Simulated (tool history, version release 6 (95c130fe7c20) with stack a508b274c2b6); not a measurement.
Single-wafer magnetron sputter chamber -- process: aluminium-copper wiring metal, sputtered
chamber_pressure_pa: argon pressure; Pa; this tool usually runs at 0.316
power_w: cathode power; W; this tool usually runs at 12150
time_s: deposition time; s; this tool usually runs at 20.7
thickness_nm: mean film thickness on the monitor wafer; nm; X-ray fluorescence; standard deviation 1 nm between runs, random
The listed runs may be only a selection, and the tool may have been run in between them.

| run | hour | chamber_pressure_pa | power_w | time_s | read-back reference wafer on the same gauge, thickness_nm | thickness_nm |
|---|---|---|---|---|---|---|
| 1 | 0 | 0.316 | 9750 | 18.8 | 426.864 | 380.954 |
| 2 | 234.2 | 0.241 | 12150 | 20.7 | 427.191 | 495.442 |
| 3 | 330.2 | 0.316 | 12150 | 20.7 | 426.937 | 480.265 |
| 4 | 430.6 | 0.316 | 13400 | 20.7 | 426.951 | 510.806 |
|  | 497.4 | sputter target and shields replaced |
| 5 | 535 | 0.316 | 13400 | 20.7 | 426.919 | 518.853 |
| 6 | 594.5 | 0.316 | 12150 | 20.7 | 427.107 | 484.695 |
| 7 | 702 | 0.316 | 12150 | 20.7 | 427.037 | 481.279 |
| 8 | 788.5 | 0.316 | 12150 | 20.7 | 426.873 | 478.735 |
| 9 | 844.9 | 0.316 | 12150 | 20.7 | 426.795 | 479.43 |
| 10 | 911.4 | 0.316 | 12150 | 20.7 | 426.988 | 478.1 |
|  | 957.4 | sputter target and shields replaced |
|  | 1029.4 | magnet pack replaced |
| 11 | 1052.9 | 0.316 | 12150 | 20.7 | 427.226 | 485.198 |
| 12 | 1099.7 | 0.316 | 12150 | 20.7 | 427.21 | 484.85 |
| 13 | 1191.8 | 0.316 | 12150 | 20.7 | 427.035 | 481.706 |
| 14 | 1228.3 | 0.316 | 12150 | 20.7 | 426.98 | 482.146 |
|  | 1298.3 | capacitance manometer re-zeroed and calibrated |
| 15 | 1319.2 | 0.316 | 14300 | 20.7 | 426.819 | 537.664 |
|  | 1377.9 | gauge calibrated |
|  | 1392.1 | sputter target and shields replaced |
| 16 | 1418.5 | 0.316 | 12150 | 23.5 | 427.029 | 552.657 |
| 17 | 1628.8 | 0.365 | 14900 | 19.2 | 426.868 | 506.422 |
| 18 | 1719 | 0.384 | 13650 | 17 | 426.882 | 417.416 |
|  | 1800.4 | sputter target and shields replaced |
| 19 | 1815.3 | 0.227 | 15150 | 17.9 | 426.99 | 508.29 |
| 20 | 1878 | 0.36 | 13400 | 20.7 | 427.084 | 510.107 |
| 21 | 1941.5 | 0.275 | 9650 | 20.7 | 426.882 | 423.717 |
| 22 | 2026.6 | 0.395 | 12150 | 20.7 | 426.975 | 470.3 |
| 23 | 2120 | 0.316 | 12150 | 20.7 | 426.912 | 480.612 |
| 24 | 2157.4 | 0.316 | 12150 | 20.7 | 427.033 | 481.487 |
| 25 | 2227.7 | 0.316 | 10900 | 20.7 | 427.02 | 445.941 |
| 26 | 2312.9 | 0.361 | 15150 | 17.8 | 426.778 | 473.253 |

4 options for the next run, each taken on its own from the tool as it stands now. Forecast them:
| A | 2313.3 | 0.316 | 12150 | 20.7 | ? | ? |
| B | 2313.3 | 0.211 | 11350 | 23.1 | ? | ? |
| C | 2313.3 | 0.316 | 9200 | 20.7 | ? | ? |
| D | 2313.3 | 0.432 | 12150 | 20.7 | ? | ? |

| run | read-back reference wafer on the same gauge, thickness_nm | thickness_nm |
|---|---|---|
| A | 426.979 | 476.637 |
| B | 426.979 | 527.448 |
| C | 426.979 | 397.914 |
| D | 426.979 | 457.609 |
Without the tool's hidden state the same runs would have given:
| run | thickness_nm |
|---|---|
| A | 485.778 |
| B | 537.563 |
| C | 405.545 |
| D | 466.386 |

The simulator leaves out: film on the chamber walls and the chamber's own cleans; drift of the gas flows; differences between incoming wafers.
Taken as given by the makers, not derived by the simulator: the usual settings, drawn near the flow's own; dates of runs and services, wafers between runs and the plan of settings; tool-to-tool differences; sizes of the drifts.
